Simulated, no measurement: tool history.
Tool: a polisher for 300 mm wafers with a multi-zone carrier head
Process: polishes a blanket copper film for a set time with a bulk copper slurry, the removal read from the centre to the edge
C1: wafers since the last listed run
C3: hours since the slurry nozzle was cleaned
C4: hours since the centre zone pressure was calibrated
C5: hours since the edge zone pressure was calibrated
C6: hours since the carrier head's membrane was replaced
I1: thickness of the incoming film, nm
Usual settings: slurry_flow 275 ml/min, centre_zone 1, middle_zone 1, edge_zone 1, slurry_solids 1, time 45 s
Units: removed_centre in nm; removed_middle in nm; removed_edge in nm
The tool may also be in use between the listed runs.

{"run": 1, "hour": 0.0, "slurry_flow": 275, "centre_zone": 1, "middle_zone": 1, "edge_zone": 1, "slurry_solids": 1, "time": 33, "C1": 0, "wafers polished on this pad": 107, "C3": 102.9, "C4": 388, "C5": 155.3, "C6": 773.3, "I1": 4792.3, "removed_centre": 288.9, "removed_middle": 289.2, "removed_edge": 289.2}
{"run": 2, "hour": 14.8, "slurry_flow": 275, "centre_zone": 1, "middle_zone": 1, "edge_zone": 1, "slurry_solids": 1, "time": 33, "C1": 149, "wafers polished on this pad": 256, "C3": 117.7, "C4": 402.8, "C5": 170.1, "C6": 788.1, "I1": 4762.8, "removed_centre": 281.6, "removed_middle": 274.2, "removed_edge": 282.9}
{"run": 3, "hour": 28.8, "slurry_flow": 275, "centre_zone": 1, "middle_zone": 1, "edge_zone": 1, "slurry_solids": 1, "time": 33, "C1": 141, "wafers polished on this pad": 397, "C3": 131.7, "C4": 416.8, "C5": 184.1, "C6": 802.1, "I1": 4721.2, "removed_centre": 268.3, "removed_middle": 269.6, "removed_edge": 278.1}
{"run": 4, "hour": 45.9, "slurry_flow": 275, "centre_zone": 1, "middle_zone": 1, "edge_zone": 1, "slurry_solids": 1, "time": 45, "C1": 172, "wafers polished on this pad": 570, "C3": 148.8, "C4": 433.9, "C5": 201.2, "C6": 819.2, "I1": 4736.2, "removed_centre": 361.1, "removed_middle": 358.7, "removed_edge": 369.5}
{"hour": 53.0, "done": "worn pad replaced by a new one"}
{"run": 5, "hour": 62.2, "slurry_flow": 275, "centre_zone": 1, "middle_zone": 1, "edge_zone": 1, "slurry_solids": 1, "time": 45, "C1": 123, "wafers polished on this pad": 92, "C3": 165.1, "C4": 450.2, "C5": 217.5, "C6": 835.5, "I1": 4723.6, "removed_centre": 397.9, "removed_middle": 389.8, "removed_edge": 402.5}
{"run": 6, "hour": 91.1, "slurry_flow": 275, "centre_zone": 1, "middle_zone": 1, "edge_zone": 1, "slurry_solids": 1, "time": 45, "C1": 291, "wafers polished on this pad": 383, "C3": 194, "C4": 479.1, "C5": 246.4, "C6": 864.4, "I1": 4688.5, "removed_centre": 360.4, "removed_middle": 368.5, "removed_edge": 376.8}
{"run": 7, "hour": 107.0, "slurry_flow": 220, "centre_zone": 1, "middle_zone": 1, "edge_zone": 1, "slurry_solids": 1, "time": 45, "C1": 160, "wafers polished on this pad": 544, "C3": 209.9, "C4": 495, "C5": 262.3, "C6": 880.3, "I1": 4740.9, "removed_centre": 357.7, "removed_middle": 347.7, "removed_edge": 365.8}
{"run": 8, "hour": 115.4, "slurry_flow": 220, "centre_zone": 1, "middle_zone": 1, "edge_zone": 1, "slurry_solids": 1, "time": 45, "C1": 84, "wafers polished on this pad": 628, "C3": 218.3, "C4": 503.4, "C5": 270.7, "C6": 888.7, "I1": 4723.7, "removed_centre": 349.1, "removed_middle": 351.2, "removed_edge": 364.2}
{"hour": 128.1, "done": "centre zone pressure recalibrated"}
{"run": 9, "hour": 128.4, "slurry_flow": 275, "centre_zone": 0.94, "middle_zone": 1, "edge_zone": 1.08, "slurry_solids": 1, "time": 45, "C1": 110, "wafers polished on this pad": 739, "C3": 231.3, "C4": 0.3, "C5": 283.7, "C6": 901.7, "I1": 4700.8, "removed_centre": 344.3, "removed_middle": 364.1, "removed_edge": 375.9}
{"hour": 134.4, "done": "worn pad replaced by a new one"}
{"run": 10, "hour": 143.5, "slurry_flow": 275, "centre_zone": 1.07, "middle_zone": 1, "edge_zone": 1, "slurry_solids": 1.1, "time": 45, "C1": 111, "wafers polished on this pad": 91, "C3": 246.4, "C4": 15.4, "C5": 298.8, "C6": 916.8, "I1": 4749.7, "removed_centre": 428, "removed_middle": 396.2, "removed_edge": 410.9}
{"run": 11, "hour": 158.7, "slurry_flow": 275, "centre_zone": 1, "middle_zone": 1, "edge_zone": 1, "slurry_solids": 1, "time": 45, "C1": 153, "wafers polished on this pad": 244, "C3": 261.6, "C4": 30.6, "C5": 314, "C6": 932, "I1": 4727.4, "removed_centre": 375.4, "removed_middle": 374.5, "removed_edge": 387}
{"hour": 164.8, "done": "carrier head's membrane replaced by a new one"}
{"hour": 168.3, "done": "slurry nozzle cleaned"}
{"run": 12, "hour": 172.2, "slurry_flow": 275, "centre_zone": 1, "middle_zone": 1.04, "edge_zone": 1, "slurry_solids": 1, "time": 56, "C1": 75, "wafers polished on this pad": 320, "C3": 3.9, "C4": 44.1, "C5": 327.5, "C6": 7.4, "I1": 4796.9, "removed_centre": 463.6, "removed_middle": 472.9, "removed_edge": 467.7}
{"run": 13, "hour": 178.7, "slurry_flow": 275, "centre_zone": 0.95, "middle_zone": 1, "edge_zone": 1, "slurry_solids": 1, "time": 45, "C1": 65, "wafers polished on this pad": 385, "C3": 10.4, "C4": 50.6, "C5": 334, "C6": 13.9, "I1": 4739.1, "removed_centre": 345.7, "removed_middle": 365.9, "removed_edge": 366.8}
{"hour": 185.6, "done": "edge zone pressure recalibrated"}
{"run": 14, "hour": 189.6, "slurry_flow": 365, "centre_zone": 1, "middle_zone": 1, "edge_zone": 0.91, "slurry_solids": 1, "time": 45, "C1": 89, "wafers polished on this pad": 475, "C3": 21.3, "C4": 61.5, "C5": 4, "C6": 24.8, "I1": 4742.3, "removed_centre": 383, "removed_middle": 372.5, "removed_edge": 368.1}
{"hour": 197.6, "done": "worn pad replaced by a new one"}
{"run": 15, "hour": 202.1, "slurry_flow": 275, "centre_zone": 1.06, "middle_zone": 1, "edge_zone": 0.91, "slurry_solids": 1.15, "time": 55, "C1": 85, "wafers polished on this pad": 45, "C3": 33.8, "C4": 74, "C5": 16.5, "C6": 37.3, "I1": 4700.1, "removed_centre": 536.6, "removed_middle": 511.1, "removed_edge": 497.2}
{"run": 16, "hour": 216.8, "slurry_flow": 340, "centre_zone": 1, "middle_zone": 1, "edge_zone": 1.08, "slurry_solids": 1, "time": 45, "C1": 148, "wafers polished on this pad": 193, "C3": 48.5, "C4": 88.7, "C5": 31.2, "C6": 52, "I1": 4770.8, "removed_centre": 391, "removed_middle": 387.6, "removed_edge": 415.4}
{"run": 17, "hour": 250.7, "slurry_flow": 275, "centre_zone": 1, "middle_zone": 1, "edge_zone": 1, "slurry_solids": 1, "time": 45, "C1": 341, "wafers polished on this pad": 535, "C3": 82.4, "C4": 122.6, "C5": 65.1, "C6": 85.9, "I1": 4709.3, "removed_centre": 362.6, "removed_middle": 371.2, "removed_edge": 369}

5 ways to go on from here, each from the tool as it stands after run 17. What would each give?
{"run": "A", "hour": 251.1, "slurry_flow": 275, "centre_zone": 1, "middle_zone": 1, "edge_zone": 1, "slurry_solids": 1, "time": 45, "C1": 4, "wafers polished on this pad": 539, "C3": 82.8, "C4": 123, "C5": 65.5, "C6": 86.3, "I1": 4761.4, "removed_centre": "?", "removed_middle": "?", "removed_edge": "?"}
{"run": "B", "hour": 251.1, "slurry_flow": 275, "centre_zone": 1, "middle_zone": 0.94, "edge_zone": 1.08, "slurry_solids": 0.9, "time": 36, "C1": 4, "wafers polished on this pad": 539, "C3": 82.8, "C4": 123, "C5": 65.5, "C6": 86.3, "I1": 4761.4, "removed_centre": "?", "removed_middle": "?", "removed_edge": "?"}
{"run": "C", "hour": 251.1, "slurry_flow": 235, "centre_zone": 0.93, "middle_zone": 0.91, "edge_zone": 1, "slurry_solids": 0.75, "time": 45, "C1": 4, "wafers polished on this pad": 539, "C3": 82.8, "C4": 123, "C5": 65.5, "C6": 86.3, "I1": 4761.4, "removed_centre": "?", "removed_middle": "?", "removed_edge": "?"}
{"run": "D", "hour": 251.1, "slurry_flow": 275, "centre_zone": 1, "middle_zone": 0.94, "edge_zone": 1, "slurry_solids": 1, "time": 51, "C1": 4, "wafers polished on this pad": 539, "C3": 82.8, "C4": 123, "C5": 65.5, "C6": 86.3, "I1": 4761.4, "removed_centre": "?", "removed_middle": "?", "removed_edge": "?"}
{"run": "E", "hour": 251.1, "slurry_flow": 365, "centre_zone": 1.08, "middle_zone": 1.11, "edge_zone": 1, "slurry_solids": 1, "time": 45, "C1": 4, "wafers polished on this pad": 539, "C3": 82.8, "C4": 123, "C5": 65.5, "C6": 86.3, "I1": 4761.4, "removed_centre": "?", "removed_middle": "?", "removed_edge": "?"}

run=A removed_centre=365.7 removed_middle=361.3 removed_edge=376.6
run=B removed_centre=287.8 removed_middle=270 removed_edge=308.2
run=C removed_centre=318.4 removed_middle=313.8 removed_edge=356
run=D removed_centre=414.3 removed_middle=388.8 removed_edge=427.2
run=E removed_centre=408 removed_middle=405.9 removed_edge=384.2
Without the tool's hidden state the same runs would have given:
run=A removed_centre=412.8 removed_middle=407.9 removed_edge=425.1
run=B removed_centre=324.9 removed_middle=304.8 removed_edge=347.9
run=C removed_centre=359.5 removed_middle=354.2 removed_edge=401.9
run=D removed_centre=467.7 removed_middle=438.8 removed_edge=482.2
run=E removed_centre=460.5 removed_middle=458.2 removed_edge=433.7
